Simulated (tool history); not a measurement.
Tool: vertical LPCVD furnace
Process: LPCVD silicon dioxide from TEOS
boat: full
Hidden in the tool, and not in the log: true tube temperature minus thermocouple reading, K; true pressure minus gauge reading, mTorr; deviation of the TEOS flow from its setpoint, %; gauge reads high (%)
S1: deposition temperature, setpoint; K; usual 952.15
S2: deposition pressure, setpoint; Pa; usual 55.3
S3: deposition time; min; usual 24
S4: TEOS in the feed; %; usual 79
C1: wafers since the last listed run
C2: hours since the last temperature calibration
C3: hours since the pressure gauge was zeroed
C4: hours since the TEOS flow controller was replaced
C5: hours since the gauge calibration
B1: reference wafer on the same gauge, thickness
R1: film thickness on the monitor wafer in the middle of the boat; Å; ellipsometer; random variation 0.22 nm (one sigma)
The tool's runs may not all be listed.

Run 1, day 0: usual settings but S1 955.15 K, S3 28 min; C1 0; C2 3452.7; C3 4971.6; C4 6350.8; C5 397; B1 126.01. Result: R1 2029.6 Å.
Run 2, day 0.312: usual settings; C1 109; C2 3460.2; C3 4979.1; C4 6358.3; C5 404.5; B1 126.04. Result: R1 1623.9 Å.
Run 3, day 0.829: usual settings; C1 180; C2 3472.6; C3 4991.5; C4 6370.7; C5 416.9; B1 125.96. Result: R1 1617.8 Å.
Run 4, day 1.133: usual settings; C1 106; C2 3479.9; C3 4998.8; C4 6378; C5 424.2; B1 126.04. Result: R1 1618.7 Å.
Run 5, day 1.596: usual settings but S1 943.15 K; C1 161; C2 3491; C3 5009.9; C4 6389.1; C5 435.3; B1 126.01. Result: R1 1301.3 Å.
Run 6, day 1.992: usual settings but S1 943.15 K; C1 138; C2 3500.5; C3 5019.4; C4 6398.6; C5 444.8; B1 125.99. Result: R1 1305 Å.
Run 7, day 2.342: usual settings but S1 943.15 K; C1 122; C2 3508.9; C3 5027.8; C4 6407; C5 453.2; B1 126.06. Result: R1 1304.8 Å.
Run 8, day 2.8: usual settings; C1 159; C2 3519.9; C3 5038.8; C4 6418; C5 464.2; B1 125.88. Result: R1 1623.3 Å.
Run 9, day 3.417: usual settings; C1 215; C2 3534.7; C3 5053.6; C4 6432.8; C5 479; B1 125.96. Result: R1 1618.5 Å.
Run 10, day 3.796: usual settings; C1 132; C2 3543.8; C3 5062.7; C4 6441.9; C5 488.1; B1 126.03. Result: R1 1623.1 Å.
Run 11, day 4.521: usual settings; C1 252; C2 3561.2; C3 5080.1; C4 6459.3; C5 505.5; B1 126.03. Result: R1 1627.1 Å.
Run 12, day 5.067: usual settings; C1 190; C2 3574.3; C3 5093.2; C4 6472.4; C5 518.6; B1 126.02. Result: R1 1622.4 Å.
Run 13, day 5.504: usual settings; C1 152; C2 3584.8; C3 5103.7; C4 6482.9; C5 529.1; B1 125.94. Result: R1 1617.9 Å.
Run 14, day 6.071: usual settings but S2 50.7 Pa, S3 30.5 min; C1 197; C2 3598.4; C3 5117.3; C4 6496.5; C5 542.7; B1 126. Result: R1 1977.2 Å.
Run 15, day 6.767: usual settings but S1 956.15 K, S2 42 Pa, S3 21.5 min, S4 85 %; C1 242; C2 3615.1; C3 5134; C4 6513.2; C5 559.4; B1 126.07. Result: R1 1442.2 Å.
At day 6.821: gauge calibrated.
Run 16, day 7.112: usual settings but S2 65.3 Pa, S3 30 min, S4 95 %; C1 120; C2 3623.4; C3 5142.3; C4 6521.5; C5 7; B1 125.95. Result: R1 2415 Å.
Run 17, day 7.554: usual settings but S1 942.15 K, S2 65.3 Pa, S3 30.5 min, S4 66 %; C1 154; C2 3634; C3 5152.9; C4 6532.1; C5 17.6; B1 126.05. Result: R1 1603.4 Å.
Run 18, day 9.517: usual settings but S1 943.15 K, S2 61.3 Pa, S3 19 min, S4 66 %; C1 684; C2 3681.1; C3 5200; C4 6579.2; C5 64.7; B1 125.95. Result: R1 991.8 Å.
At day 11.071: TEOS flow controller replaced.
Run 19, day 11.092: usual settings; C1 200; C2 3718.9; C3 5237.8; C4 0.5; C5 102.5; B1 126.06. Result: R1 1622 Å.
At day 12.583: thermocouples replaced and temperature profile calibrated.
At day 13.254: pressure gauge zeroed.
Run 20, day 13.275: usual settings but S2 61.3 Pa; C1 179; C2 16.6; C3 0.5; C4 52.9; C5 154.9; B1 125.99. Result: R1 1556.4 Å.
Run 21, day 13.45: usual settings but S1 946.15 K, S4 93 %; C1 61; C2 20.8; C3 4.7; C4 57.1; C5 159.1; B1 125.95. Result: R1 1389.3 Å.
Run 22, day 13.817: usual settings but S1 940.15 K, S2 64.7 Pa, S3 19 min, S4 70 %; C1 127; C2 29.6; C3 13.5; C4 65.9; C5 167.9; B1 125.98. Result: R1 889.3 Å.
Run 23, day 14.433: usual settings but S1 955.15 K, S3 28 min; C1 215; C2 44.4; C3 28.3; C4 80.7; C5 182.7; B1 125.97. Result: R1 1860.6 Å.
Run 24, day 14.871: usual settings but S1 942.15 K, S3 18.5 min, S4 86 %; C1 152; C2 54.9; C3 38.8; C4 91.2; C5 193.2; B1 125.94. Result: R1 930.2 Å.
Run 25, day 15.146: usual settings; C1 95; C2 61.5; C3 45.4; C4 97.8; C5 199.8; B1 126.02. Result: R1 1482.2 Å.
Run 26, day 15.4: usual settings but S1 946.15 K, S4 74 %; C1 88; C2 67.6; C3 51.5; C4 103.9; C5 205.9; B1 125.89. Result: R1 1240 Å.
Run 27, day 16.012: usual settings; C1 213; C2 82.3; C3 66.2; C4 118.6; C5 220.6; B1 126.02. Result: R1 1480.4 Å.
Run 28, day 16.758: usual settings; C1 260; C2 100.2; C3 84.1; C4 136.5; C5 238.5; B1 126.07. Result: R1 1489.2 Å.
Run 29, day 17.158: usual settings but S1 960.15 K, S2 44 Pa, S4 88 %; C1 139; C2 109.8; C3 93.7; C4 146.1; C5 248.1; B1 125.99. Result: R1 1697.1 Å.
Run 30, day 17.467: usual settings but S1 955.15 K, S3 28 min; C1 107; C2 117.2; C3 101.1; C4 153.5; C5 255.5; B1 125.95. Result: R1 1875.2 Å.
Run 31, day 17.825: usual settings but S1 962.15 K, S2 46.7 Pa; C1 125; C2 125.8; C3 109.7; C4 162.1; C5 264.1; B1 125.93. Result: R1 1739 Å.
Run 32, day 18.275: usual settings; C1 156; C2 136.6; C3 120.5; C4 172.9; C5 274.9; B1 126.02. Result: R1 1488 Å.

Forecast each of these 3 alternatives for the next run:
Run A, day 18.454: usual settings but S3 26.5 min; C1 62; C2 140.9; C3 124.8; C4 177.2; C5 279.2; B1 ?. Result: R1 ?.
Run B, day 18.454: usual settings but S3 17.5 min; C1 62; C2 140.9; C3 124.8; C4 177.2; C5 279.2; B1 ?. Result: R1 ?.
Run C, day 18.454: usual settings but S3 32 min, S4 73 %; C1 62; C2 140.9; C3 124.8; C4 177.2; C5 279.2; B1 ?. Result: R1 ?.

run      B1      R1
  A  125.88  1648.9
  B  125.88  1088.9
  C  125.88  1914.1
Without the tool's hidden state the same runs would have given:
run      R1
  A  1616.2
  B  1067.3
  C    1876
